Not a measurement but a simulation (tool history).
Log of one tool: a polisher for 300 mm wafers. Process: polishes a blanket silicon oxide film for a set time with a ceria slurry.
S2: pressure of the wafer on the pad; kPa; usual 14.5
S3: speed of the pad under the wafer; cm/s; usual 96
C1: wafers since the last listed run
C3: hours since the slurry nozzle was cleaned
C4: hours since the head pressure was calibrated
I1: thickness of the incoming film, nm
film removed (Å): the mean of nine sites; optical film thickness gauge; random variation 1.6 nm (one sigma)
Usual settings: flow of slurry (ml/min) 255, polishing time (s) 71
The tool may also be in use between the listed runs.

{"run": 1, "day": 0.0, "flow of slurry (ml/min)": 255, "S2": 14.5, "S3": 96, "polishing time (s)": 71, "C1": 0, "wafers polished on this pad": 131, "C3": 298.3, "C4": 799.8, "I1": 1152.8, "film removed (Å)": 1946}
{"day": 1.308, "done": "head pressure recalibrated"}
{"run": 2, "day": 2.742, "flow of slurry (ml/min)": 255, "S2": 14.5, "S3": 96, "polishing time (s)": 89, "C1": 912, "wafers polished on this pad": 1044, "C3": 364.1, "C4": 34.4, "I1": 1148.4, "film removed (Å)": 2457}
{"day": 10.475, "done": "slurry nozzle cleaned"}
{"run": 3, "day": 11.312, "flow of slurry (ml/min)": 255, "S2": 14.5, "S3": 96, "polishing time (s)": 89, "C1": 2927, "wafers polished on this pad": 3971, "C3": 20.1, "C4": 240.1, "I1": 1184.1, "film removed (Å)": 2473}
{"day": 12.979, "done": "worn pad replaced by a new one"}
{"run": 4, "day": 13.058, "flow of slurry (ml/min)": 255, "S2": 14.5, "S3": 108, "polishing time (s)": 71, "C1": 541, "wafers polished on this pad": 26, "C3": 62, "C4": 282, "I1": 1164.3, "film removed (Å)": 2170}
{"run": 5, "day": 14.475, "flow of slurry (ml/min)": 255, "S2": 14.5, "S3": 96, "polishing time (s)": 71, "C1": 486, "wafers polished on this pad": 512, "C3": 96, "C4": 316, "I1": 1158.6, "film removed (Å)": 1973}
{"run": 6, "day": 15.579, "flow of slurry (ml/min)": 255, "S2": 14.5, "S3": 96, "polishing time (s)": 71, "C1": 378, "wafers polished on this pad": 891, "C3": 122.5, "C4": 342.5, "I1": 1177, "film removed (Å)": 1977}
{"run": 7, "day": 23.417, "flow of slurry (ml/min)": 255, "S2": 14.5, "S3": 96, "polishing time (s)": 71, "C1": 2689, "wafers polished on this pad": 3581, "C3": 310.6, "C4": 530.6, "I1": 1178.2, "film removed (Å)": 1980}
{"run": 8, "day": 25.408, "flow of slurry (ml/min)": 210, "S2": 10.3, "S3": 96, "polishing time (s)": 71, "C1": 683, "wafers polished on this pad": 4265, "C3": 358.4, "C4": 578.4, "I1": 1176.8, "film removed (Å)": 1379}
{"day": 26.517, "done": "worn pad replaced by a new one"}
{"run": 9, "day": 27.521, "flow of slurry (ml/min)": 210, "S2": 10.3, "S3": 96, "polishing time (s)": 71, "C1": 667, "wafers polished on this pad": 344, "C3": 409.1, "C4": 629.1, "I1": 1159.4, "film removed (Å)": 1381}
{"day": 28.892, "done": "head pressure recalibrated"}
{"run": 10, "day": 29.388, "flow of slurry (ml/min)": 210, "S2": 10.3, "S3": 96, "polishing time (s)": 71, "C1": 612, "wafers polished on this pad": 956, "C3": 453.9, "C4": 11.9, "I1": 1163.9, "film removed (Å)": 1365}
{"run": 11, "day": 30.588, "flow of slurry (ml/min)": 255, "S2": 14.5, "S3": 96, "polishing time (s)": 71, "C1": 411, "wafers polished on this pad": 1368, "C3": 482.7, "C4": 40.7, "I1": 1170.8, "film removed (Å)": 1959}
{"run": 12, "day": 32.529, "flow of slurry (ml/min)": 255, "S2": 14.5, "S3": 96, "polishing time (s)": 71, "C1": 666, "wafers polished on this pad": 2034, "C3": 529.3, "C4": 87.3, "I1": 1183.6, "film removed (Å)": 1981}
{"day": 33.192, "done": "slurry nozzle cleaned"}
{"run": 13, "day": 39.012, "flow of slurry (ml/min)": 255, "S2": 14.5, "S3": 96, "polishing time (s)": 71, "C1": 2210, "wafers polished on this pad": 4245, "C3": 139.7, "C4": 242.9, "I1": 1149, "film removed (Å)": 1970}
{"run": 14, "day": 41.062, "flow of slurry (ml/min)": 215, "S2": 14.5, "S3": 96, "polishing time (s)": 71, "C1": 703, "wafers polished on this pad": 4948, "C3": 188.9, "C4": 292.1, "I1": 1162.5, "film removed (Å)": 1920}
{"run": 15, "day": 42.471, "flow of slurry (ml/min)": 330, "S2": 16.5, "S3": 120, "polishing time (s)": 71, "C1": 483, "wafers polished on this pad": 5432, "C3": 222.7, "C4": 325.9, "I1": 1175.5, "film removed (Å)": 2761}
{"day": 42.942, "done": "worn pad replaced by a new one"}
{"run": 16, "day": 44.154, "flow of slurry (ml/min)": 335, "S2": 14.5, "S3": 68, "polishing time (s)": 71, "C1": 520, "wafers polished on this pad": 415, "C3": 263.1, "C4": 366.3, "I1": 1156.1, "film removed (Å)": 1547}
{"run": 17, "day": 47.05, "flow of slurry (ml/min)": 200, "S2": 17.2, "S3": 108, "polishing time (s)": 71, "C1": 993, "wafers polished on this pad": 1409, "C3": 332.6, "C4": 435.8, "I1": 1148.4, "film removed (Å)": 2522}
{"run": 18, "day": 49.162, "flow of slurry (ml/min)": 255, "S2": 14.5, "S3": 96, "polishing time (s)": 71, "C1": 725, "wafers polished on this pad": 2134, "C3": 383.3, "C4": 486.5, "I1": 1188.4, "film removed (Å)": 1980}
{"run": 19, "day": 50.958, "flow of slurry (ml/min)": 255, "S2": 18.6, "S3": 96, "polishing time (s)": 71, "C1": 616, "wafers polished on this pad": 2750, "C3": 426.4, "C4": 529.6, "I1": 1170.5, "film removed (Å)": 2539}
{"run": 20, "day": 52.204, "flow of slurry (ml/min)": 215, "S2": 13.1, "S3": 106, "polishing time (s)": 81, "C1": 427, "wafers polished on this pad": 3178, "C3": 456.3, "C4": 559.5, "I1": 1178.7, "film removed (Å)": 2167}
{"day": 52.808, "done": "slurry nozzle cleaned"}
{"run": 21, "day": 54.783, "flow of slurry (ml/min)": 295, "S2": 18.6, "S3": 96, "polishing time (s)": 88, "C1": 870, "wafers polished on this pad": 4049, "C3": 47.4, "C4": 621.4, "I1": 1177.6, "film removed (Å)": 3179}
{"run": 22, "day": 57.475, "flow of slurry (ml/min)": 255, "S2": 14.5, "S3": 96, "polishing time (s)": 55, "C1": 923, "wafers polished on this pad": 4972, "C3": 112, "C4": 686, "I1": 1169.6, "film removed (Å)": 1532}
{"day": 59.625, "done": "head pressure recalibrated"}
{"day": 59.792, "done": "worn pad replaced by a new one"}
{"run": 23, "day": 60.033, "flow of slurry (ml/min)": 255, "S2": 10.3, "S3": 96, "polishing time (s)": 95, "C1": 792, "wafers polished on this pad": 82, "C3": 173.4, "C4": 9.8, "I1": 1183.8, "film removed (Å)": 1859}
{"run": 24, "day": 62.792, "flow of slurry (ml/min)": 255, "S2": 14.5, "S3": 96, "polishing time (s)": 71, "C1": 946, "wafers polished on this pad": 1029, "C3": 239.6, "C4": 76, "I1": 1189.7, "film removed (Å)": 1967}
{"run": 25, "day": 64.112, "flow of slurry (ml/min)": 255, "S2": 14.5, "S3": 76, "polishing time (s)": 82, "C1": 453, "wafers polished on this pad": 1482, "C3": 271.3, "C4": 107.7, "I1": 1173.4, "film removed (Å)": 1887}
{"run": 26, "day": 66.271, "flow of slurry (ml/min)": 255, "S2": 14.5, "S3": 96, "polishing time (s)": 71, "C1": 740, "wafers polished on this pad": 2223, "C3": 323.1, "C4": 159.5, "I1": 1195.4, "film removed (Å)": 1952}
{"run": 27, "day": 72.788, "flow of slurry (ml/min)": 255, "S2": 12.4, "S3": 96, "polishing time (s)": 58, "C1": 2236, "wafers polished on this pad": 4460, "C3": 479.5, "C4": 315.9, "I1": 1158.1, "film removed (Å)": 1385}
{"run": 28, "day": 73.838, "flow of slurry (ml/min)": 210, "S2": 14.5, "S3": 118, "polishing time (s)": 60, "C1": 360, "wafers polished on this pad": 4820, "C3": 504.7, "C4": 341.1, "I1": 1185.8, "film removed (Å)": 1954}
{"run": 29, "day": 75.904, "flow of slurry (ml/min)": 175, "S2": 14.5, "S3": 96, "polishing time (s)": 93, "C1": 709, "wafers polished on this pad": 5529, "C3": 554.3, "C4": 390.7, "I1": 1193.5, "film removed (Å)": 2463}

How the hidden state differs across the entries between the runs, from the last listed run before each to the first after it:
Between runs 1 and 2: head pressure recalibrated (day 1.308)
  no hidden state differs between the two runs
Between runs 2 and 3: slurry nozzle cleaned (day 10.475)
  no hidden state differs between the two runs
Between runs 3 and 4: worn pad replaced by a new one (day 12.979)
  no hidden state differs between the two runs
Between runs 8 and 9: worn pad replaced by a new one (day 26.517)
  no hidden state differs between the two runs
Between runs 9 and 10: head pressure recalibrated (day 28.892)
  no hidden state differs between the two runs
Between runs 12 and 13: slurry nozzle cleaned (day 33.192)
  no hidden state differs between the two runs
Between runs 15 and 16: worn pad replaced by a new one (day 42.942)
  no hidden state differs between the two runs
Between runs 20 and 21: slurry nozzle cleaned (day 52.808)
  no hidden state differs between the two runs
Between runs 22 and 23: head pressure recalibrated (day 59.625); worn pad replaced by a new one (day 59.792)
  no hidden state differs between the two runs
